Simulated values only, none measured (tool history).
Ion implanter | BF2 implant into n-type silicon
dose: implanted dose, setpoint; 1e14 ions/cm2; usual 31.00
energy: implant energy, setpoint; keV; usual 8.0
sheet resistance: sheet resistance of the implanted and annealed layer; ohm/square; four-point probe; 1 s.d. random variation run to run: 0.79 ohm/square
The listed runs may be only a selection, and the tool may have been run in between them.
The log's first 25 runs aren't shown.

| run | day | dose | energy | read-back reference wafer on the same gauge, sheet resistance | sheet resistance |
|---|---|---|---|---|---|
| 26 | 48.633 | 23.44 | 8.0 | 158.08 | 141.68 |
| 27 | 50.025 | 24.70 | 9.0 | 157.97 | 138.60 |
| 28 | 53.008 | 31.00 | 8.0 | 158.11 | 140.04 |
| 29 | 54.142 | 25.10 | 10.5 | 158.21 | 133.54 |
| 30 | 57.117 | 31.00 | 8.0 | 158.46 | 140.12 |
| 31 | 59.508 | 33.42 | 6.5 | 158.47 | 146.43 |
| 32 | 61.725 | 27.66 | 9.5 | 158.62 | 136.86 |
| 33 | 64.158 | 39.84 | 10.5 | 158.88 | 130.63 |
| 34 | 66.558 | 28.14 | 9.5 | 159.01 | 136.57 |
| 35 | 68.112 | 31.00 | 6.0 | 158.96 | 150.53 |
| 36 | 70.133 | 37.21 | 9.0 | 159.05 | 135.37 |
| 37 | 71.275 | 31.00 | 8.0 | 159.33 | 142.18 |
| 38 | 73.912 | 31.00 | 8.0 | 159.34 | 140.56 |

Here are 3 independent what-if runs from the current tool condition. What would each one return?
| A | 73.929 | 37.57 | 8.0 | ? | ? |
| B | 73.929 | 27.36 | 5.5 | ? | ? |
| C | 73.929 | 36.96 | 10.0 | ? | ? |

| run | read-back reference wafer on the same gauge, sheet resistance | sheet resistance |
|---|---|---|
| A | 159.41 | 140.20 |
| B | 159.41 | 152.52 |
| C | 159.41 | 133.11 |
Stripped of hidden state, with their random variation kept, the same runs would have yielded:
| run | sheet resistance |
|---|---|
| A | 138.12 |
| B | 150.26 |
| C | 131.13 |
